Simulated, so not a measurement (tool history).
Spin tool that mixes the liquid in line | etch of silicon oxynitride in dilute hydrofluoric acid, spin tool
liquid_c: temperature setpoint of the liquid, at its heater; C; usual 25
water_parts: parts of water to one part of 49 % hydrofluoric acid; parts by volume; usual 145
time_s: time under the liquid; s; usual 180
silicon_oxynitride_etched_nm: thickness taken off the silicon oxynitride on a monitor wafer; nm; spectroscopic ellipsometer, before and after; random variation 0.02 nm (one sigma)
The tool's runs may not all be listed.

run,day,liquid_c,water_parts,time_s,"read-back film thickness of the silicon oxynitride reference wafer, read on the same gauge (nm)",silicon_oxynitride_etched_nm
1,0,25,145,180,119.984,1.625
2,0.358,25,145,180,120.008,1.613
3,0.808,25,145,180,120.007,1.624
4,1.496,25,145,180,119.982,1.616
5,1.875,25,145,135,119.974,1.229
6,2.258,25,145,180,120.026,1.589
7,2.962,25,145,180,119.997,1.63
8,3.454,25,145,180,119.989,1.602
# day 5.312: thermometer replaced
9,5.392,25,95,180,119.985,2.543
10,5.842,25,95,180,119.999,2.56
# day 5.925: gauge calibrated
11,6.542,25,145,260,119.976,2.334
12,7.075,25,145,180,120.011,1.591
13,7.808,25,120,265,120.022,2.871
14,8.467,25,145,180,119.98,1.599
15,9.129,27,145,255,119.998,2.436
16,9.521,22.5,105,130,119.998,1.463
17,10.004,25,145,75,120.007,0.66
18,10.496,25,145,250,120,2.214
19,10.95,25,190,150,120.001,0.987
20,11.329,21.5,195,180,120.013,0.981
21,12.075,25,145,250,119.983,2.148
22,12.7,27,115,180,119.993,2.249
# day 13.096: hydrofluoric acid flow meter replaced
23,13.142,25,145,180,119.995,1.808
24,13.492,25,145,180,120.005,1.784
25,13.867,25,145,180,119.979,1.794
26,14.458,26.5,190,140,119.979,1.098
27,14.883,25,145,180,119.997,1.804
28,15.483,25,145,180,120.004,1.825
29,15.775,25,125,220,119.98,2.566
30,16.158,21,185,85,120.008,0.533
31,16.429,25,95,210,119.988,3.356
32,17.325,25,175,115,119.964,0.931

5 ways to go on from here, each from the tool as it stands after run 32. What would each give?
A,17.346,25,145,180,?,?
B,17.346,23.5,145,180,?,?
C,17.346,21.5,145,250,?,?
D,17.346,25,145,115,?,?
E,17.346,28.5,100,90,?,?

run,"read-back film thickness of the silicon oxynitride reference wafer, read on the same gauge (nm)",silicon_oxynitride_etched_nm
A,120.014,1.797
B,120.014,1.677
C,120.014,2.123
D,120.014,1.148
E,120.014,1.591
Without the tool's hidden state the same runs would have given:
run,silicon_oxynitride_etched_nm
A,1.844
B,1.721
C,2.177
D,1.178
E,1.632

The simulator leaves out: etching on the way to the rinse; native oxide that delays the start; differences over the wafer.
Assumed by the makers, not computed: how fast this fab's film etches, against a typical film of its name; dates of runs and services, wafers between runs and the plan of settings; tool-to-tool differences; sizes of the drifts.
